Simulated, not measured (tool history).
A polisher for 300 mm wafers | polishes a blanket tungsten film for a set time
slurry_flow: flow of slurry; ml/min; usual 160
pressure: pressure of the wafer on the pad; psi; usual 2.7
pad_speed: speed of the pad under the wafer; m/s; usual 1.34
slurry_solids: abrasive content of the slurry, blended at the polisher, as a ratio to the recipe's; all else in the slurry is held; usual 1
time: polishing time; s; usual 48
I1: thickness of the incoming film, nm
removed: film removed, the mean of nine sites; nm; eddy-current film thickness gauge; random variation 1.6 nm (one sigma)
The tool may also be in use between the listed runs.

{"run": 1, "hour": 0.0, "slurry_flow": 160, "pressure": 2.7, "pad_speed": 1.34, "slurry_solids": 1, "time": 48, "I1": 620.4, "removed": 233.6}
{"run": 2, "hour": 20.4, "slurry_flow": 160, "pressure": 2.7, "pad_speed": 1.34, "slurry_solids": 1, "time": 48, "I1": 603.1, "removed": 235.1}
{"run": 3, "hour": 50.7, "slurry_flow": 160, "pressure": 2.7, "pad_speed": 1.34, "slurry_solids": 0.9, "time": 42, "I1": 603.9, "removed": 196.6}
{"run": 4, "hour": 63.3, "slurry_flow": 160, "pressure": 2.7, "pad_speed": 1.34, "slurry_solids": 0.9, "time": 42, "I1": 611.9, "removed": 197.5}
{"run": 5, "hour": 82.6, "slurry_flow": 160, "pressure": 2.7, "pad_speed": 1.34, "slurry_solids": 0.9, "time": 42, "I1": 607.6, "removed": 194.5}
{"run": 6, "hour": 117.7, "slurry_flow": 160, "pressure": 2.7, "pad_speed": 1.34, "slurry_solids": 1, "time": 48, "I1": 609.4, "removed": 233.3}
{"run": 7, "hour": 140.7, "slurry_flow": 160, "pressure": 2.7, "pad_speed": 1.34, "slurry_solids": 1, "time": 48, "I1": 605.4, "removed": 234.2}
{"run": 8, "hour": 170.0, "slurry_flow": 160, "pressure": 2.7, "pad_speed": 1.34, "slurry_solids": 1, "time": 48, "I1": 619.6, "removed": 238}
{"run": 9, "hour": 203.9, "slurry_flow": 160, "pressure": 2.7, "pad_speed": 1.34, "slurry_solids": 1, "time": 48, "I1": 618.6, "removed": 233.8}
{"run": 10, "hour": 229.9, "slurry_flow": 160, "pressure": 2.7, "pad_speed": 1.34, "slurry_solids": 1, "time": 48, "I1": 616.1, "removed": 235.1}
{"run": 11, "hour": 256.2, "slurry_flow": 160, "pressure": 2.7, "pad_speed": 1.34, "slurry_solids": 1, "time": 48, "I1": 615.1, "removed": 231.1}
{"run": 12, "hour": 277.5, "slurry_flow": 160, "pressure": 2.7, "pad_speed": 1.34, "slurry_solids": 0.9, "time": 42, "I1": 608.4, "removed": 197}
{"run": 13, "hour": 365.1, "slurry_flow": 160, "pressure": 2.7, "pad_speed": 1.2, "slurry_solids": 0.85, "time": 41, "I1": 610, "removed": 171.4}
{"run": 14, "hour": 391.4, "slurry_flow": 160, "pressure": 2.7, "pad_speed": 1.34, "slurry_solids": 1, "time": 55, "I1": 616.5, "removed": 266.2}
{"run": 15, "hour": 410.2, "slurry_flow": 160, "pressure": 3, "pad_speed": 1.34, "slurry_solids": 1, "time": 38, "I1": 607.5, "removed": 206.2}
{"run": 16, "hour": 424.1, "slurry_flow": 160, "pressure": 3.1, "pad_speed": 1.34, "slurry_solids": 1.25, "time": 48, "I1": 606.1, "removed": 285.1}
{"run": 17, "hour": 449.1, "slurry_flow": 160, "pressure": 2.7, "pad_speed": 0.94, "slurry_solids": 1, "time": 48, "I1": 606.2, "removed": 164.3}
{"run": 18, "hour": 481.7, "slurry_flow": 160, "pressure": 1.9, "pad_speed": 1.64, "slurry_solids": 1, "time": 64, "I1": 614.4, "removed": 263.6}
{"run": 19, "hour": 514.1, "slurry_flow": 195, "pressure": 2.7, "pad_speed": 1.34, "slurry_solids": 1, "time": 53, "I1": 608.8, "removed": 272.3}
{"run": 20, "hour": 538.3, "slurry_flow": 160, "pressure": 3.6, "pad_speed": 1.34, "slurry_solids": 1.2, "time": 63, "I1": 604, "removed": 434.7}
{"run": 21, "hour": 568.8, "slurry_flow": 210, "pressure": 1.9, "pad_speed": 1.34, "slurry_solids": 1.25, "time": 48, "I1": 616.6, "removed": 185.4}

Not shown: 12 entries that the log had between the listed runs. Between which runs, and how does the tool's hidden state differ before and after?
Between runs 5 and 6: worn pad replaced by a new one (hour 96.7)
  peroxide lost from the slurry, %: 9.02 -> 9.42
  measured less the result without the state, removed: -7.2 -> -9 nm
Between runs 7 and 8: slurry tank refilled with fresh slurry and peroxide (hour 142.7); slurry blender recalibrated (hour 164.5)
  peroxide lost from the slurry, %: 9.59 -> 4.25
  measured less the result without the state, removed: -9.2 -> -3.9 nm
Between runs 9 and 10: worn pad replaced by a new one (hour 222.8)
  peroxide lost from the slurry, %: 6.93 -> 8.19
  measured less the result without the state, removed: -6.5 -> -7.9 nm
Between runs 11 and 12: slurry nozzle cleaned (hour 263.5)
  peroxide lost from the slurry, %: 9.02 -> 9.48
  measured less the result without the state, removed: -8.5 -> -7.6 nm
Between runs 12 and 13: worn pad replaced by a new one (hour 328.7); slurry tank refilled with fresh slurry and peroxide (hour 337)
  peroxide lost from the slurry, %: 9.48 -> 4.77
  measured less the result without the state, removed: -7.6 -> -3.2 nm
Between runs 14 and 15: head pressure recalibrated (hour 396.7); slurry blender recalibrated (hour 405.5)
  peroxide lost from the slurry, %: 6.94 -> 8.01
  measured less the result without the state, removed: -7.4 -> -6.6 nm
Between runs 16 and 17: worn pad replaced by a new one (hour 440.2)
  peroxide lost from the slurry, %: 8.62 -> 9.42
  measured less the result without the state, removed: -10 -> -6.3 nm
Between runs 18 and 19: slurry tank refilled with fresh slurry and peroxide (hour 501.8)
  peroxide lost from the slurry, %: 10.1 -> 2.54
  measured less the result without the state, removed: -10.9 -> -2.7 nm
Between runs 20 and 21: worn pad replaced by a new one (hour 551.9)
  peroxide lost from the slurry, %: 5.16 -> 7.29
  measured less the result without the state, removed: -8.8 -> -5.4 nm

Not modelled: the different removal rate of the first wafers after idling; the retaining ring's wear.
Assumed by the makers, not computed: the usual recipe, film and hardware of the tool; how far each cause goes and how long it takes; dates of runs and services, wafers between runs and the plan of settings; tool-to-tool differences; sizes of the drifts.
